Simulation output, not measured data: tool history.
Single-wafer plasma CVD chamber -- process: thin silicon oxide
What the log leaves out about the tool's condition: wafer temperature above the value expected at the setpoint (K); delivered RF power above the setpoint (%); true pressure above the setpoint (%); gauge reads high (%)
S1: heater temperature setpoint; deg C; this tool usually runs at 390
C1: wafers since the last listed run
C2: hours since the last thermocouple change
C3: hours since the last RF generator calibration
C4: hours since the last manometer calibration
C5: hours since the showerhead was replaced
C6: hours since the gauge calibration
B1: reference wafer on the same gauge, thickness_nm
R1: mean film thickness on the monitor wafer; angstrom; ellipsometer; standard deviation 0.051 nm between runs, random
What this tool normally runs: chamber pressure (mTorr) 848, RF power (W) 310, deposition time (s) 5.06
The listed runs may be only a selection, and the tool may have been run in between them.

{"run": 1, "hour": 0.0, "S1": 390, "chamber pressure (mTorr)": 848, "RF power (W)": 310, "deposition time (s)": 4.6, "C1": 0, "C2": 59.6, "C3": 225.9, "C4": 1058.2, "C5": 5995.6, "C6": 1373.4, "B1": 8.09, "R1": 91.36}
{"hour": 12.1, "done": "capacitance manometer re-zeroed and calibrated"}
{"run": 2, "hour": 60.1, "S1": 390, "chamber pressure (mTorr)": 848, "RF power (W)": 310, "deposition time (s)": 5.06, "C1": 2016, "C2": 119.7, "C3": 286, "C4": 48, "C5": 6055.7, "C6": 1433.5, "B1": 8.097, "R1": 100.48}
{"run": 3, "hour": 99.2, "S1": 390, "chamber pressure (mTorr)": 848, "RF power (W)": 310, "deposition time (s)": 5.06, "C1": 1513, "C2": 158.8, "C3": 325.1, "C4": 87.1, "C5": 6094.8, "C6": 1472.6, "B1": 8.102, "R1": 100.78}
{"run": 4, "hour": 156.7, "S1": 390, "chamber pressure (mTorr)": 848, "RF power (W)": 310, "deposition time (s)": 5.06, "C1": 2226, "C2": 216.3, "C3": 382.6, "C4": 144.6, "C5": 6152.3, "C6": 1530.1, "B1": 8.103, "R1": 99.64}
{"run": 5, "hour": 203.7, "S1": 390, "chamber pressure (mTorr)": 848, "RF power (W)": 310, "deposition time (s)": 5.06, "C1": 1819, "C2": 263.3, "C3": 429.6, "C4": 191.6, "C5": 6199.3, "C6": 1577.1, "B1": 8.112, "R1": 100.28}
{"run": 6, "hour": 260.7, "S1": 390, "chamber pressure (mTorr)": 848, "RF power (W)": 310, "deposition time (s)": 5.06, "C1": 2206, "C2": 320.3, "C3": 486.6, "C4": 248.6, "C5": 6256.3, "C6": 1634.1, "B1": 8.11, "R1": 100.72}
{"run": 7, "hour": 315.1, "S1": 390, "chamber pressure (mTorr)": 848, "RF power (W)": 310, "deposition time (s)": 5.06, "C1": 2106, "C2": 374.7, "C3": 541, "C4": 303, "C5": 6310.7, "C6": 1688.5, "B1": 8.1, "R1": 99.53}
{"run": 8, "hour": 374.1, "S1": 390, "chamber pressure (mTorr)": 848, "RF power (W)": 310, "deposition time (s)": 5.06, "C1": 2284, "C2": 433.7, "C3": 600, "C4": 362, "C5": 6369.7, "C6": 1747.5, "B1": 8.11, "R1": 99.85}
{"run": 9, "hour": 412.1, "S1": 377, "chamber pressure (mTorr)": 1055, "RF power (W)": 310, "deposition time (s)": 5.06, "C1": 1471, "C2": 471.7, "C3": 638, "C4": 400, "C5": 6407.7, "C6": 1785.5, "B1": 8.105, "R1": 121.53}
{"hour": 431.8, "done": "showerhead replaced"}
{"run": 10, "hour": 464.4, "S1": 390, "chamber pressure (mTorr)": 980, "RF power (W)": 350, "deposition time (s)": 4.35, "C1": 1715, "C2": 524, "C3": 690.3, "C4": 452.3, "C5": 32.6, "C6": 1837.8, "B1": 8.117, "R1": 102.47}
{"run": 11, "hour": 504.4, "S1": 390, "chamber pressure (mTorr)": 848, "RF power (W)": 310, "deposition time (s)": 4.2, "C1": 1548, "C2": 564, "C3": 730.3, "C4": 492.3, "C5": 72.6, "C6": 1877.8, "B1": 8.088, "R1": 83.1}
{"run": 12, "hour": 555.5, "S1": 390, "chamber pressure (mTorr)": 848, "RF power (W)": 310, "deposition time (s)": 5.06, "C1": 1978, "C2": 615.1, "C3": 781.4, "C4": 543.4, "C5": 123.7, "C6": 1928.9, "B1": 8.109, "R1": 98.62}
{"run": 13, "hour": 616.5, "S1": 390, "chamber pressure (mTorr)": 1052, "RF power (W)": 310, "deposition time (s)": 5.06, "C1": 2361, "C2": 676.1, "C3": 842.4, "C4": 604.4, "C5": 184.7, "C6": 1989.9, "B1": 8.11, "R1": 118.28}
{"run": 14, "hour": 683.9, "S1": 376, "chamber pressure (mTorr)": 774, "RF power (W)": 340, "deposition time (s)": 4.46, "C1": 2609, "C2": 743.5, "C3": 909.8, "C4": 671.8, "C5": 252.1, "C6": 2057.3, "B1": 8.099, "R1": 81.87}
{"run": 15, "hour": 713.2, "S1": 390, "chamber pressure (mTorr)": 774, "RF power (W)": 310, "deposition time (s)": 5.06, "C1": 1134, "C2": 772.8, "C3": 939.1, "C4": 701.1, "C5": 281.4, "C6": 2086.6, "B1": 8.113, "R1": 87.8}
{"run": 16, "hour": 754.3, "S1": 390, "chamber pressure (mTorr)": 848, "RF power (W)": 370, "deposition time (s)": 5.72, "C1": 1591, "C2": 813.9, "C3": 980.2, "C4": 742.2, "C5": 322.5, "C6": 2127.7, "B1": 8.094, "R1": 117.84}
{"run": 17, "hour": 798.6, "S1": 390, "chamber pressure (mTorr)": 848, "RF power (W)": 295, "deposition time (s)": 5.06, "C1": 1715, "C2": 858.2, "C3": 1024.5, "C4": 786.5, "C5": 366.8, "C6": 2172, "B1": 8.109, "R1": 94.93}
{"hour": 828.5, "done": "gauge calibrated"}
{"run": 18, "hour": 846.9, "S1": 377, "chamber pressure (mTorr)": 848, "RF power (W)": 370, "deposition time (s)": 5.06, "C1": 1869, "C2": 906.5, "C3": 1072.8, "C4": 834.8, "C5": 415.1, "C6": 18.4, "B1": 8.088, "R1": 106.03}
{"run": 19, "hour": 871.1, "S1": 380, "chamber pressure (mTorr)": 1023, "RF power (W)": 350, "deposition time (s)": 5.99, "C1": 936, "C2": 930.7, "C3": 1097, "C4": 859, "C5": 439.3, "C6": 42.6, "B1": 8.104, "R1": 144.52}
{"hour": 894.7, "done": "RF generator calibrated"}
{"run": 20, "hour": 920.0, "S1": 376, "chamber pressure (mTorr)": 848, "RF power (W)": 310, "deposition time (s)": 5.56, "C1": 1583, "C2": 979.6, "C3": 25.3, "C4": 907.9, "C5": 488.2, "C6": 91.5, "B1": 8.096, "R1": 111.01}
{"run": 21, "hour": 945.9, "S1": 390, "chamber pressure (mTorr)": 848, "RF power (W)": 310, "deposition time (s)": 5.06, "C1": 1002, "C2": 1005.5, "C3": 51.2, "C4": 933.8, "C5": 514.1, "C6": 117.4, "B1": 8.1, "R1": 100.93}
{"run": 22, "hour": 988.4, "S1": 401, "chamber pressure (mTorr)": 848, "RF power (W)": 355, "deposition time (s)": 5.06, "C1": 1645, "C2": 1048, "C3": 93.7, "C4": 976.3, "C5": 556.6, "C6": 159.9, "B1": 8.111, "R1": 106.29}
{"run": 23, "hour": 1022.5, "S1": 399, "chamber pressure (mTorr)": 776, "RF power (W)": 310, "deposition time (s)": 5.06, "C1": 1320, "C2": 1082.1, "C3": 127.8, "C4": 1010.4, "C5": 590.7, "C6": 194, "B1": 8.099, "R1": 90.73}
{"hour": 1086.1, "done": "capacitance manometer re-zeroed and calibrated"}
{"run": 24, "hour": 1086.6, "S1": 399, "chamber pressure (mTorr)": 848, "RF power (W)": 355, "deposition time (s)": 5.67, "C1": 2171, "C2": 1146.2, "C3": 191.9, "C4": 0.5, "C5": 654.8, "C6": 258.1, "B1": 8.095, "R1": 118.64}
{"run": 25, "hour": 1191.1, "S1": 390, "chamber pressure (mTorr)": 848, "RF power (W)": 260, "deposition time (s)": 5.06, "C1": 4045, "C2": 1250.7, "C3": 296.4, "C4": 105, "C5": 759.3, "C6": 362.6, "B1": 8.103, "R1": 92.52}
{"run": 26, "hour": 1247.4, "S1": 401, "chamber pressure (mTorr)": 848, "RF power (W)": 310, "deposition time (s)": 5.06, "C1": 2179, "C2": 1307, "C3": 352.7, "C4": 161.3, "C5": 815.6, "C6": 418.9, "B1": 8.105, "R1": 100.2}
{"run": 27, "hour": 1292.7, "S1": 390, "chamber pressure (mTorr)": 984, "RF power (W)": 310, "deposition time (s)": 5.92, "C1": 1753, "C2": 1352.3, "C3": 398, "C4": 206.6, "C5": 860.9, "C6": 464.2, "B1": 8.114, "R1": 135.02}
{"run": 28, "hour": 1339.4, "S1": 397, "chamber pressure (mTorr)": 848, "RF power (W)": 355, "deposition time (s)": 4.6, "C1": 1807, "C2": 1399, "C3": 444.7, "C4": 253.3, "C5": 907.6, "C6": 510.9, "B1": 8.111, "R1": 96.29}
{"run": 29, "hour": 1373.0, "S1": 375, "chamber pressure (mTorr)": 910, "RF power (W)": 260, "deposition time (s)": 5.5, "C1": 1300, "C2": 1432.6, "C3": 478.3, "C4": 286.9, "C5": 941.2, "C6": 544.5, "B1": 8.104, "R1": 108.78}

Here are 3 independent what-if runs from the current tool condition. What would each one return?
{"run": "A", "hour": 1373.4, "S1": 385, "chamber pressure (mTorr)": 848, "RF power (W)": 310, "deposition time (s)": 5.06, "C1": 15, "C2": 1433, "C3": 478.7, "C4": 287.3, "C5": 941.6, "C6": 544.9, "B1": "?", "R1": "?"}
{"run": "B", "hour": 1373.4, "S1": 381, "chamber pressure (mTorr)": 848, "RF power (W)": 310, "deposition time (s)": 5.55, "C1": 15, "C2": 1433, "C3": 478.7, "C4": 287.3, "C5": 941.6, "C6": 544.9, "B1": "?", "R1": "?"}
{"run": "C", "hour": 1373.4, "S1": 390, "chamber pressure (mTorr)": 848, "RF power (W)": 330, "deposition time (s)": 5.06, "C1": 15, "C2": 1433, "C3": 478.7, "C4": 287.3, "C5": 941.6, "C6": 544.9, "B1": "?", "R1": "?"}

run=A B1=8.081 R1=101.3
run=B B1=8.081 R1=111.42
run=C B1=8.081 R1=103.7
With no hidden state in the tool, these same runs would have given:
run=A R1=102.31
run=B R1=112.53
run=C R1=104.72

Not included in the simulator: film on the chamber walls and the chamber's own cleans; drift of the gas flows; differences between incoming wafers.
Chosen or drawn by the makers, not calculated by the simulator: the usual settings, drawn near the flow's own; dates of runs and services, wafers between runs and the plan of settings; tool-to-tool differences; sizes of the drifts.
